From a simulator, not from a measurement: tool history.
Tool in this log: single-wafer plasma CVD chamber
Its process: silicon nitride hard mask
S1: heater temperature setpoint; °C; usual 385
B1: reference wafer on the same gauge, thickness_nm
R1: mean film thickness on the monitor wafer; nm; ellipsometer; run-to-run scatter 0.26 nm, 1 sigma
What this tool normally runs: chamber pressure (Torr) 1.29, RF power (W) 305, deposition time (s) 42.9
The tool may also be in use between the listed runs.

{"run": 1, "hour": 0.0, "S1": 385, "chamber pressure (Torr)": 1.29, "RF power (W)": 305, "deposition time (s)": 42.9, "B1": 41.898, "R1": 45.419}
{"run": 2, "hour": 13.9, "S1": 385, "chamber pressure (Torr)": 1.29, "RF power (W)": 305, "deposition time (s)": 42.9, "B1": 41.905, "R1": 45.261}
{"run": 3, "hour": 25.3, "S1": 385, "chamber pressure (Torr)": 1.29, "RF power (W)": 305, "deposition time (s)": 42.9, "B1": 41.888, "R1": 45.581}
{"run": 4, "hour": 32.0, "S1": 385, "chamber pressure (Torr)": 1.29, "RF power (W)": 305, "deposition time (s)": 42.9, "B1": 41.981, "R1": 45.866}
{"run": 5, "hour": 49.1, "S1": 385, "chamber pressure (Torr)": 1.29, "RF power (W)": 305, "deposition time (s)": 42.9, "B1": 41.892, "R1": 45.833}
{"run": 6, "hour": 56.6, "S1": 385, "chamber pressure (Torr)": 1.39, "RF power (W)": 305, "deposition time (s)": 42.9, "B1": 41.889, "R1": 46.649}
{"run": 7, "hour": 64.4, "S1": 385, "chamber pressure (Torr)": 1.39, "RF power (W)": 305, "deposition time (s)": 42.9, "B1": 41.949, "R1": 46.725}
{"hour": 64.7, "done": "gauge calibrated"}
{"hour": 76.1, "done": "thermocouple changed; heater temperature recalibrated"}
{"hour": 76.5, "done": "capacitance manometer re-zeroed and calibrated"}
{"run": 8, "hour": 77.0, "S1": 385, "chamber pressure (Torr)": 1.29, "RF power (W)": 305, "deposition time (s)": 42.9, "B1": 41.897, "R1": 45.802}
{"run": 9, "hour": 82.4, "S1": 391, "chamber pressure (Torr)": 1.44, "RF power (W)": 350, "deposition time (s)": 42.9, "B1": 41.886, "R1": 54.156}
{"hour": 94.0, "done": "showerhead replaced"}
{"run": 10, "hour": 94.5, "S1": 385, "chamber pressure (Torr)": 1.54, "RF power (W)": 305, "deposition time (s)": 38.5, "B1": 41.939, "R1": 43.175}
{"run": 11, "hour": 98.2, "S1": 385, "chamber pressure (Torr)": 1.39, "RF power (W)": 305, "deposition time (s)": 42.9, "B1": 41.935, "R1": 46.434}
{"hour": 119.5, "done": "RF generator calibrated"}
{"run": 12, "hour": 120.0, "S1": 393, "chamber pressure (Torr)": 1.08, "RF power (W)": 260, "deposition time (s)": 37.2, "B1": 41.858, "R1": 31.408}
{"run": 13, "hour": 130.4, "S1": 385, "chamber pressure (Torr)": 1.02, "RF power (W)": 355, "deposition time (s)": 46.0, "B1": 41.907, "R1": 51.396}
{"run": 14, "hour": 145.8, "S1": 385, "chamber pressure (Torr)": 1.5, "RF power (W)": 305, "deposition time (s)": 42.9, "B1": 41.922, "R1": 47.526}
{"run": 15, "hour": 163.7, "S1": 385, "chamber pressure (Torr)": 1.29, "RF power (W)": 285, "deposition time (s)": 49.9, "B1": 41.928, "R1": 49.713}
{"hour": 166.3, "done": "gauge calibrated"}
{"run": 16, "hour": 177.2, "S1": 385, "chamber pressure (Torr)": 0.99, "RF power (W)": 305, "deposition time (s)": 36.7, "B1": 41.832, "R1": 35.756}

Alternative continuations, all from the tool just after run 16; predict every row:
{"run": "A", "hour": 177.6, "S1": 385, "chamber pressure (Torr)": 1.29, "RF power (W)": 305, "deposition time (s)": 42.9, "B1": "?", "R1": "?"}
{"run": "B", "hour": 177.6, "S1": 376, "chamber pressure (Torr)": 1.07, "RF power (W)": 265, "deposition time (s)": 42.9, "B1": "?", "R1": "?"}
{"run": "C", "hour": 177.6, "S1": 377, "chamber pressure (Torr)": 1.03, "RF power (W)": 290, "deposition time (s)": 38.5, "B1": "?", "R1": "?"}
{"run": "D", "hour": 177.6, "S1": 373, "chamber pressure (Torr)": 1.29, "RF power (W)": 265, "deposition time (s)": 45.2, "B1": "?", "R1": "?"}

run=A B1=41.946 R1=45.863
run=B B1=41.946 R1=37.217
run=C B1=41.946 R1=36.275
run=D B1=41.946 R1=41.903
Take away the tool's hidden state, keep each run's random variation, and the runs would have read:
run=A R1=45.863
run=B R1=37.217
run=C R1=36.275
run=D R1=41.903
